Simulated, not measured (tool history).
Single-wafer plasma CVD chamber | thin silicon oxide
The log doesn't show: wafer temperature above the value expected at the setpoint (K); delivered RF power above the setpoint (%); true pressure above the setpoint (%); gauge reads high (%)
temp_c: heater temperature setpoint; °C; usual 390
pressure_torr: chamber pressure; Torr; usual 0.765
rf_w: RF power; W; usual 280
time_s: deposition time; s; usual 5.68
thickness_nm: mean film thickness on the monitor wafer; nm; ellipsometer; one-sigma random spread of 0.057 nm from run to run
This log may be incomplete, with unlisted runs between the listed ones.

run    hour  temp_c  pressure_torr  rf_w  time_s  wafers since the last listed run  hours since the last thermocouple change  hours since the last RF generator calibration  hours since the last manometer calibration  hours since the showerhead was replaced  hours since the gauge calibration  read-back reference wafer on the same gauge, thickness_nm  thickness_nm
  1     0.0     390          0.765   280    5.68                                 0                                     852.2                                          904.1                                       407.1                                   4375.3                              869.2                                                     10.795        10.079
       44.8  -- RF generator calibrated
  2    86.0     390          0.765   280    5.68                              1224                                     938.2                                           41.2                                       493.1                                   4461.3                              955.2                                                     10.806        10.109
      102.0  -- thermocouple changed; heater temperature recalibrated
  3   165.6     390          0.765   280    5.68                              1124                                      63.6                                          120.8                                       572.7                                   4540.9                             1034.8                                                     10.821        10.179
  4   221.4     390          0.765   280    5.68                               876                                     119.4                                          176.6                                       628.5                                   4596.7                             1090.6                                                     10.845        10.108
  5   295.0     390          0.765   280    5.68                              1155                                     193.0                                          250.2                                       702.1                                   4670.3                             1164.2                                                     10.861        10.058
  6   377.0     390          0.765   280    5.68                              1287                                     275.0                                          332.2                                       784.1                                   4752.3                             1246.2                                                     10.890        10.222
  7   448.0     384          0.765   280    5.68                              1115                                     346.0                                          403.2                                       855.1                                   4823.3                             1317.2                                                     10.907        10.286
  8   544.3     400          0.765   245    5.68                              1512                                     442.3                                          499.5                                       951.4                                   4919.6                             1413.5                                                     10.942         9.828
  9   647.5     390          0.765   280    5.68                              1620                                     545.5                                          602.7                                      1054.6                                   5022.8                             1516.7                                                     11.003        10.265
 10   741.0     379          0.942   295    5.68                              1468                                     639.0                                          696.2                                      1148.1                                   5116.3                             1610.2                                                     11.037        12.632
      765.4  -- gauge calibrated
 11   809.5     390          0.765   280    5.68                              1075                                     707.5                                          764.7                                      1216.6                                   5184.8                               44.1                                                     10.715         9.984
 12   861.7     395          0.814   320    6.03                               819                                     759.7                                          816.9                                      1268.8                                   5237.0                               96.3                                                     10.725        11.678
      895.7  -- showerhead replaced
 13   912.9     390          0.765   280    5.68                               678                                     810.9                                          868.1                                      1320.0                                     17.2                              147.5                                                     10.726         9.988
 14   997.0     390          0.829   245    6.70                              1320                                     895.0                                          952.2                                      1404.1                                    101.3                              231.6                                                     10.722        12.325
     1007.4  -- thermocouple changed; heater temperature recalibrated
 15  1060.0     390          0.666   280    5.68                               863                                      52.6                                         1015.2                                      1467.1                                    164.3                              294.6                                                     10.717         8.662
 16  1097.8     390          0.818   300    5.68                               593                                      90.4                                         1053.0                                      1504.9                                    202.1                              332.4                                                     10.735        10.983
     1154.7  -- RF generator calibrated
     1166.5  -- capacitance manometer re-zeroed and calibrated
 17  1204.9     390          0.765   280    5.36                              1430                                     197.5                                           50.2                                        38.4                                    309.2                              439.5                                                     10.736         9.498
 18  1265.4     390          0.765   240    5.68                               950                                     258.0                                          110.7                                        98.9                                    369.7                              500.0                                                     10.744         9.687
 19  1330.9     390          0.708   225    5.68                              1028                                     323.5                                          176.2                                       164.4                                    435.2                              565.5                                                     10.755         8.795
 20  1432.6     390          0.765   280    5.68                              1597                                     425.2                                          277.9                                       266.1                                    536.9                              667.2                                                     10.782        10.094
 21  1492.9     390          0.765   280    5.68                               946                                     485.5                                          338.2                                       326.4                                    597.2                              727.5                                                     10.792        10.174
 22  1553.9     395          0.765   315    5.38                               957                                     546.5                                          399.2                                       387.4                                    658.2                              788.5                                                     10.788         9.820
 23  1654.7     390          0.644   240    6.52                              1583                                     647.3                                          500.0                                       488.2                                    759.0                              889.3                                                     10.822         9.260
 24  1698.2     380          0.765   230    5.68                               683                                     690.8                                          543.5                                       531.7                                    802.5                              932.8                                                     10.826         9.685
 25  1744.4     379          0.702   280    5.68                               725                                     737.0                                          589.7                                       577.9                                    848.7                              979.0                                                     10.847         9.344
 26  1807.7     390          0.708   225    5.68                               994                                     800.3                                          653.0                                       641.2                                    912.0                             1042.3                                                     10.867         8.864
 27  1880.2     390          0.765   280    5.68                              1138                                     872.8                                          725.5                                       713.7                                    984.5                             1114.8                                                     10.884        10.242

How would selected steps in thickness_nm from run to run divide? Give the signed amount a tool lacking its hidden state would still show from settings, what came in and random variation, and the signed amount left for the hidden state, including any gauge scatter that is not in both of the compared results.
Run 9 -> 10: temp_c 390 -> 379, pressure_torr 0.765 -> 0.942, rf_w 280 -> 295. thickness_nm +2.367 nm: hidden state +0.107, all else +2.260.
Run 10 -> 11: temp_c 379 -> 390, pressure_torr 0.942 -> 0.765, rf_w 295 -> 280, gauge calibrated. thickness_nm -2.648 nm: hidden state -0.362, all else -2.286.
Run 14 -> 15: pressure_torr 0.829 -> 0.666, rf_w 245 -> 280, time_s 6.70 -> 5.68, thermocouple changed; heater temperature recalibrated. thickness_nm -3.663 nm: hidden state -0.004, all else -3.659.
